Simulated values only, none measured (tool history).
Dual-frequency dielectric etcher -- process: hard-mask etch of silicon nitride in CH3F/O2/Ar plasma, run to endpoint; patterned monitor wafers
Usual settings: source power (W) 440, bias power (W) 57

run,day,source power (W),bias power (W),wafers since the last listed run,hours since the last wet clean,hours since the last source power generator calibration,hours since the last bias power generator calibration,hours since the last upper electrode change,"incoming incoming film thickness, nm",endpoint time (s)
1,0,400,57,0,0.5,1372.4,766.3,2227.9,29.79,42.6
2,1.925,440,57,343,46.7,1418.6,812.5,2274.1,29.74,40.8
3,5.558,440,52,649,133.9,1505.8,899.7,2361.3,29.88,42.5
4,16.283,440,52,1916,391.3,1763.2,1157.1,2618.7,29.89,42.3
5,17.896,440,52,288,430,1801.9,1195.8,2657.4,29.78,42.1
# day 19.4: upper electrode replaced
6,21.171,440,57,406,508.6,1880.5,1274.4,42.5,29.57,40.5
7,25.225,440,57,724,605.9,1977.8,1371.7,139.8,29.68,40.3
8,27.583,440,57,421,662.5,2034.4,1428.3,196.4,29.77,40.3
9,30.138,410,57,456,723.8,2095.7,1489.6,257.7,29.88,41.6
# day 36.896: wet clean of the chamber, repeated, since the last time left the tool worse
10,38.025,410,57,1230,27.1,2285,1678.9,447,30.07,44.1
11,41.679,520,61,652,114.8,2372.7,1766.6,534.7,30,39.9
12,44.804,520,61,558,189.8,2447.7,1841.6,609.7,29.92,40
13,48.917,390,47,734,288.5,2546.4,1940.3,708.4,30.22,47.8
14,52.804,550,57,694,381.8,2639.7,2033.6,801.7,29.88,40
15,56.879,480,68,728,479.6,2737.5,2131.4,899.5,29.71,39.1
16,58.592,380,63,306,520.7,2778.6,2172.5,940.6,29.86,43
17,72.054,480,57,2405,843.8,3101.7,2495.6,1263.7,29.88,41
# day 76.017: wet clean of the chamber
18,76.038,440,52,533,0.5,3197.3,2591.2,1359.3,29.79,44.8
19,79.404,470,57,601,81.3,3278.1,2672,1440.1,29.83,42.2
20,82.675,440,57,584,159.8,3356.6,2750.5,1518.6,30.07,43.1
21,86.975,350,67,768,263,3459.8,2853.7,1621.8,29.78,43.5
22,91.504,370,50,809,371.7,3568.5,2962.4,1730.5,29.88,47.3
23,93.1,440,57,285,410,3606.8,3000.7,1768.8,29.69,42.4
24,97.262,440,67,743,509.9,3706.7,3100.6,1868.7,29.75,39.8
25,101.529,520,67,762,612.3,3809.1,3203,1971.1,29.8,38.1
# day 104.321: source power generator calibrated
26,105.925,410,65,755,717.8,38.5,3308.5,2076.6,29.82,41.8
# day 106.746: bias power generator calibrated
# day 116.212: wet clean of the chamber
27,119.129,390,53,2150,70,355.4,297.2,2393.5,29.67,45.9
# day 121.05: upper electrode replaced
28,122.954,350,64,504,161.8,447.2,389,45.7,29.96,44.8
29,130.425,340,44,1334,341.1,626.5,568.3,225,30.05,50.6
30,132.108,510,57,300,381.5,666.9,608.7,265.4,29.64,40.5
31,134.083,340,57,352,428.9,714.3,656.1,312.8,29.89,46
32,137.054,400,47,530,500.2,785.6,727.4,384.1,30.02,47.3
33,139.983,530,47,523,570.5,855.9,797.7,454.4,29.72,42.9
34,143.358,480,67,603,651.5,936.9,878.7,535.4,29.66,38.6
35,145.271,440,57,341,697.4,982.8,924.6,581.3,29.88,42.5

4 ways to go on from here, each from the tool as it stands after run 35. What would each give?
A,145.288,440,46,2,697.8,983.2,925,581.7,29.88,?
B,145.288,490,70,2,697.8,983.2,925,581.7,29.88,?
C,145.288,530,44,2,697.8,983.2,925,581.7,29.88,?
D,145.288,440,70,2,697.8,983.2,925,581.7,29.88,?

run,endpoint time (s)
A,45.8
B,38.3
C,43.7
D,39.6
The same runs, with their run-to-run variation unchanged, on a tool lacking any hidden condition would have given:
run,endpoint time (s)
A,46.5
B,38.9
C,44.4
D,40.2
